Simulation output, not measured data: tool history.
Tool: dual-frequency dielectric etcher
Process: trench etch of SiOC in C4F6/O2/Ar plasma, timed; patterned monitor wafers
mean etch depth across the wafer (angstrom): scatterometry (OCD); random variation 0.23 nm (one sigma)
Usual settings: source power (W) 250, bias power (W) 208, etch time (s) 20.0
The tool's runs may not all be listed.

run	day	source power (W)	bias power (W)	etch time (s)	wafers since the last listed run	hours since the last wet clean	hours since the last source power generator calibration	hours since the last bias power generator calibration	hours since the last upper electrode change	hours since the gauge calibration	read-back reference wafer on the same gauge, depth_nm	mean etch depth across the wafer (angstrom)
1	0.000	250	208	20.0	0	76.5	1683.2	4658.7	1801.8	1217.0	34.50	341.9
2	3.658	210	208	20.0	1682	164.3	1771.0	4746.5	1889.6	1304.8	34.44	320.7
3	6.996	210	208	20.0	1535	244.4	1851.1	4826.6	1969.7	1384.9	34.51	325.1
4	9.158	210	208	20.0	994	296.3	1903.0	4878.5	2021.6	1436.8	34.47	328.0
5	11.183	250	208	22.0	931	344.9	1951.6	4927.1	2070.2	1485.4	34.54	383.6
6	14.900	250	208	20.0	1709	434.1	2040.8	5016.3	2159.4	1574.6	34.48	352.6
7	18.083	250	208	20.0	1464	510.5	2117.2	5092.7	2235.8	1651.0	34.53	354.1
8	20.008	250	208	20.0	885	556.7	2163.4	5138.9	2282.0	1697.2	34.46	351.3
9	22.642	250	208	20.0	1211	619.9	2226.6	5202.1	2345.2	1760.4	34.49	354.9
10	24.525	250	208	20.0	866	665.1	2271.8	5247.3	2390.4	1805.6	34.45	358.5
# day 25.467: bias power generator calibrated
# day 27.238: wet clean of the chamber
11	28.662	250	208	20.0	1366	34.2	2371.1	76.7	2489.7	1904.9	34.50	340.0
12	32.567	250	176	20.0	1795	127.9	2464.8	170.4	2583.4	1998.6	34.51	320.9
13	34.392	250	208	20.0	839	171.7	2508.6	214.2	2627.2	2042.4	34.56	344.5
14	38.346	210	208	20.0	1818	266.6	2603.5	309.1	2722.1	2137.3	34.47	327.6
15	41.829	250	208	17.5	1602	350.2	2687.1	392.7	2805.7	2220.9	34.51	308.9
16	45.383	210	169	14.0	1634	435.5	2772.4	478.0	2891.0	2306.2	34.54	216.0
17	49.108	250	208	20.0	1713	524.9	2861.8	567.4	2980.4	2395.6	34.50	358.8
18	52.079	250	208	20.0	1366	596.2	2933.1	638.7	3051.7	2466.9	34.55	354.3

The next listed run, before its measurement:
# day 54.458: upper electrode replaced, of another model than before
# day 54.767: wet clean of the chamber
19	55.162	190	229	24.5	817	9.5	3007.1	712.7	16.9	2540.9	?	?

Run 19 gave read-back reference wafer on the same gauge, depth_nm 34.53, mean etch depth across the wafer (angstrom) 413.8.
Without the tool's hidden state the same run would have given mean etch depth across the wafer (angstrom) 412.6.
